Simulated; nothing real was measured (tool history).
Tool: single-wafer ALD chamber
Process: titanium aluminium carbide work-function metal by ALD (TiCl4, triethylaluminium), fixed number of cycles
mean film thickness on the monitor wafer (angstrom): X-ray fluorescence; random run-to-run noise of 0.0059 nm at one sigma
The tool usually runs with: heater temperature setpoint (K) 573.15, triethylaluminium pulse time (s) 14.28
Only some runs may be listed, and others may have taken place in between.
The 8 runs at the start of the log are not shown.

run	day	heater temperature setpoint (K)	triethylaluminium pulse time (s)	read-back reference wafer on the same gauge, thickness_nm	mean film thickness on the monitor wafer (angstrom)
# day 22.854: showerhead replaced, of another model than before
9	23.333	581.15	18.27	1.729	21.63
10	24.788	576.15	14.28	1.730	20.98
11	26.542	573.15	14.28	1.730	20.74
12	29.158	561.15	9.96	1.730	18.29
13	31.362	573.15	14.28	1.729	20.79
14	33.746	563.15	14.28	1.730	19.76
15	35.308	586.15	12.83	1.731	21.94
# day 35.942: thermocouple changed; heater temperature recalibrated
16	36.829	573.15	8.61	1.730	17.30
17	39.758	585.15	10.23	1.729	20.40
18	42.429	573.15	14.28	1.731	20.45
19	43.692	569.15	17.60	1.729	20.16
20	45.246	573.15	9.14	1.729	18.07
21	47.017	582.15	18.97	1.730	21.49
22	48.308	581.15	12.20	1.730	20.76
23	49.429	573.15	18.50	1.730	20.58
# day 50.567: triethylaluminium bottle replaced
24	50.588	565.15	12.53	1.730	19.42
25	51.688	573.15	14.28	1.730	20.39

Run 26 comes next. What will it give?
26	53.917	573.15	14.28	?	?

read-back reference wafer on the same gauge, thickness_nm: 1.729
mean film thickness on the monitor wafer (angstrom): 20.43
With no hidden state in the tool, this same run would have given mean film thickness on the monitor wafer (angstrom) 20.42.
